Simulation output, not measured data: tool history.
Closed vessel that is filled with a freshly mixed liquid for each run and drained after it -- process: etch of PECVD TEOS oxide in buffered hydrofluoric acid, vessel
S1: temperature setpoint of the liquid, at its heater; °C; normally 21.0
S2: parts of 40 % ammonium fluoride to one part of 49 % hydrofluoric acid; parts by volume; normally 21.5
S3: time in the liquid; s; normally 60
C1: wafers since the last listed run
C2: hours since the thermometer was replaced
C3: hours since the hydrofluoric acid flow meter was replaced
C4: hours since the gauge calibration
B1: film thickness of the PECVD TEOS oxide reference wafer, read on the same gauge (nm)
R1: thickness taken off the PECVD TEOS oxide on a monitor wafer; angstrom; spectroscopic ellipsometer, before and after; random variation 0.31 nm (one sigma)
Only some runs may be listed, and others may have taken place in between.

run    hour    S1    S2  S3    C1      C2      C3     C4     B1     R1
  1     0.0  21.0  28.0  60     0   965.3  1269.6  191.4  90.03  275.4
  2    57.0  21.0  21.5  60  5966  1022.3  1326.6  248.4  89.98  332.8
  3   102.7  21.0  21.5  60  4783  1068.0  1372.3  294.1  90.00  334.1
  4   129.0  19.0  21.5  70  2752  1094.3  1398.6  320.4  89.99  348.5
  5   167.6  21.0  21.5  60  4040  1132.9  1437.2  359.0  90.00  330.9
  6   227.7  21.0  21.5  60  6291  1193.0  1497.3  419.1  90.02  332.0
  7   272.0  21.0  21.5  60  4637  1237.3  1541.6  463.4  89.98  330.2
  8   337.7  21.0  21.5  60  6877  1303.0  1607.3  529.1  90.03  328.2
  9   370.7  21.0  21.5  60  3454  1336.0  1640.3  562.1  89.99  329.9
 10   430.1  21.0  21.5  60  6217  1395.4  1699.7  621.5  90.00  325.4
      445.6  -- hydrofluoric acid flow meter replaced
      452.1  -- gauge calibrated
 11   488.4  21.0  21.5  60  5997  1453.7    42.8   36.3  90.02  358.4
 12   527.3  21.0  21.5  60  4071  1492.6    81.7   75.2  90.01  357.0
 13   598.7  17.0  16.5  45  7473  1564.0   153.1  146.6  90.05  271.3
 14   627.0  21.0  13.5  60  2962  1592.3   181.4  174.9  90.04  563.2
 15   687.2  23.0  21.5  60  6301  1652.5   241.6  235.1  90.03  398.7
      692.7  -- thermometer replaced
 16   717.1  17.5  29.0  60  3025    24.4   271.5  265.0  89.98  237.9
 17   744.6  19.0  21.5  70  2878    51.9   299.0  292.5  89.98  370.1
 18   809.9  21.0  15.5  60  6835   117.2   364.3  357.8  90.04  479.4
 19   835.1  21.0  21.5  60  2637   142.4   389.5  383.0  90.00  354.1
 20   859.8  25.5  29.5  80  2585   167.1   414.2  407.7  90.01  488.9
 21   890.9  17.0  21.5  45  3255   198.2   445.3  438.8  89.95  212.1
 22   958.3  21.0  17.5  90  7055   265.6   512.7  506.2  90.02  626.2
 23  1018.9  21.0  21.5  60  6343   326.2   573.3  566.8  89.93  349.6

3 options for the next run, each taken on its own from the tool as it stands now. Forecast them:
  A  1019.6  21.0  21.5  60  73  326.9  574.0  567.5   ?   ?
  B  1019.6  17.0  21.5  35  73  326.9  574.0  567.5   ?   ?
  C  1019.6  18.0  14.0  35  73  326.9  574.0  567.5   ?   ?

run     B1     R1
  A  89.94  351.9
  B  89.94  163.7
  C  89.94  256.0
What these runs would have given with no unlogged condition in the tool:
run     R1
  A  361.6
  B  168.2
  C  266.2
